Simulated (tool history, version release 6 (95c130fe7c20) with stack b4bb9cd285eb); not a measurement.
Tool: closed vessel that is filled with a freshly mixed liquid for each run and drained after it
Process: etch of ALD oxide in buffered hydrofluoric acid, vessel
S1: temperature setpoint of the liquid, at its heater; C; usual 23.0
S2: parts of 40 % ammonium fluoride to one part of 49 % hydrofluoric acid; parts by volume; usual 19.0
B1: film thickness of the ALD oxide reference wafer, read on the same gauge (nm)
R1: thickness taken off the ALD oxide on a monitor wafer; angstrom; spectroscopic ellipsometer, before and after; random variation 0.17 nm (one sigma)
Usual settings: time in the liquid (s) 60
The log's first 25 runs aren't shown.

{"run": 26, "day": 12.758, "S1": 23.0, "S2": 19.0, "time in the liquid (s)": 60, "B1": 59.98, "R1": 399.4}
{"run": 27, "day": 13.483, "S1": 23.0, "S2": 11.5, "time in the liquid (s)": 60, "B1": 59.97, "R1": 652.7}
{"run": 28, "day": 14.183, "S1": 27.0, "S2": 15.0, "time in the liquid (s)": 35, "B1": 60.01, "R1": 364.2}
{"run": 29, "day": 14.621, "S1": 23.0, "S2": 22.5, "time in the liquid (s)": 60, "B1": 59.98, "R1": 352.6}
{"run": 30, "day": 15.292, "S1": 23.0, "S2": 19.0, "time in the liquid (s)": 60, "B1": 59.99, "R1": 394.5}
{"run": 31, "day": 15.675, "S1": 20.5, "S2": 14.0, "time in the liquid (s)": 60, "B1": 60.02, "R1": 463.9}
{"run": 32, "day": 17.025, "S1": 23.0, "S2": 19.0, "time in the liquid (s)": 60, "B1": 59.97, "R1": 394.4}
{"run": 33, "day": 17.412, "S1": 23.0, "S2": 23.0, "time in the liquid (s)": 45, "B1": 59.95, "R1": 258.4}
{"run": 34, "day": 18.071, "S1": 18.5, "S2": 13.5, "time in the liquid (s)": 60, "B1": 59.97, "R1": 433.8}

Forecast each of these 3 alternatives for the next run:
{"run": "A", "day": 18.1, "S1": 23.0, "S2": 19.0, "time in the liquid (s)": 60, "B1": "?", "R1": "?"}
{"run": "B", "day": 18.1, "S1": 23.0, "S2": 25.0, "time in the liquid (s)": 60, "B1": "?", "R1": "?"}
{"run": "C", "day": 18.1, "S1": 24.5, "S2": 19.0, "time in the liquid (s)": 60, "B1": "?", "R1": "?"}

run=A B1=60.00 R1=395.8
run=B B1=60.00 R1=325.8
run=C B1=60.00 R1=429.6
Without the tool's hidden state the same runs would have given:
run=A R1=396.4
run=B R1=323.1
run=C R1=430.4
